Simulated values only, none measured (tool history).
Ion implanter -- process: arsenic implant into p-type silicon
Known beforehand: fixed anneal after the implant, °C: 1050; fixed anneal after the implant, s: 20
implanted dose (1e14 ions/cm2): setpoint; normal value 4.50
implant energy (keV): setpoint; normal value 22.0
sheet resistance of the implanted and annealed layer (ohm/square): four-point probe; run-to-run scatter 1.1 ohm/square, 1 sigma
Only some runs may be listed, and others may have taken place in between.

run	hour	implanted dose (1e14 ions/cm2)	implant energy (keV)	read-back reference wafer on the same gauge, sheet resistance	sheet resistance of the implanted and annealed layer (ohm/square)
1	0.0	3.43	25.0	184.93	234.77
2	34.8	3.43	25.0	184.98	235.16
3	65.2	4.50	18.5	184.79	198.62
4	86.2	4.50	18.5	184.74	198.11
5	112.2	3.82	25.0	184.92	218.61
6	137.3	3.82	25.0	184.84	218.68
7	151.6	4.50	22.0	184.80	194.19
8	259.5	4.50	22.0	184.88	194.84
9	276.1	4.50	22.0	185.03	195.47
10	300.2	3.66	22.0	185.16	226.59
11	326.0	4.50	22.0	185.05	193.95
12	340.3	4.94	22.0	185.25	179.57
13	366.3	4.94	22.0	185.48	180.38
14	386.8	4.50	22.0	184.82	192.31
# hour 397.4: gauge calibrated
15	421.4	4.50	22.0	185.18	193.65
16	509.4	4.13	26.0	185.05	202.51
17	536.7	5.45	16.5	185.16	171.41
18	552.4	4.85	16.0	185.31	188.58
19	587.1	4.50	22.0	184.82	193.72
# hour 618.1: Faraday cup replaced and dose calibrated
20	619.1	4.50	22.0	185.02	192.99
# hour 653.1: extraction supply calibrated
21	721.5	5.82	26.5	185.01	155.47
22	745.0	4.50	28.0	185.00	187.68
23	764.8	4.12	15.5	184.74	213.01
24	781.2	4.50	22.0	185.22	193.18
25	805.3	4.91	18.5	185.12	184.45
26	832.2	3.36	29.0	184.64	236.76
27	857.5	4.50	22.0	184.95	193.77

Below are 5 alternative next runs, each starting from the tool's condition after run 27. Predict each:
A	857.9	5.66	22.0	?	?
B	857.9	5.34	27.5	?	?
C	857.9	4.05	22.0	?	?
D	857.9	4.98	24.0	?	?
E	857.9	5.74	28.5	?	?

run	read-back reference wafer on the same gauge, sheet resistance	sheet resistance of the implanted and annealed layer (ohm/square)
A	184.67	163.76
B	184.67	166.66
C	184.67	211.89
D	184.67	178.83
E	184.67	156.97
The same runs, with their run-to-run variation unchanged, on a tool lacking any hidden condition would have given:
run	sheet resistance of the implanted and annealed layer (ohm/square)
A	163.76
B	166.66
C	211.89
D	178.83
E	156.97

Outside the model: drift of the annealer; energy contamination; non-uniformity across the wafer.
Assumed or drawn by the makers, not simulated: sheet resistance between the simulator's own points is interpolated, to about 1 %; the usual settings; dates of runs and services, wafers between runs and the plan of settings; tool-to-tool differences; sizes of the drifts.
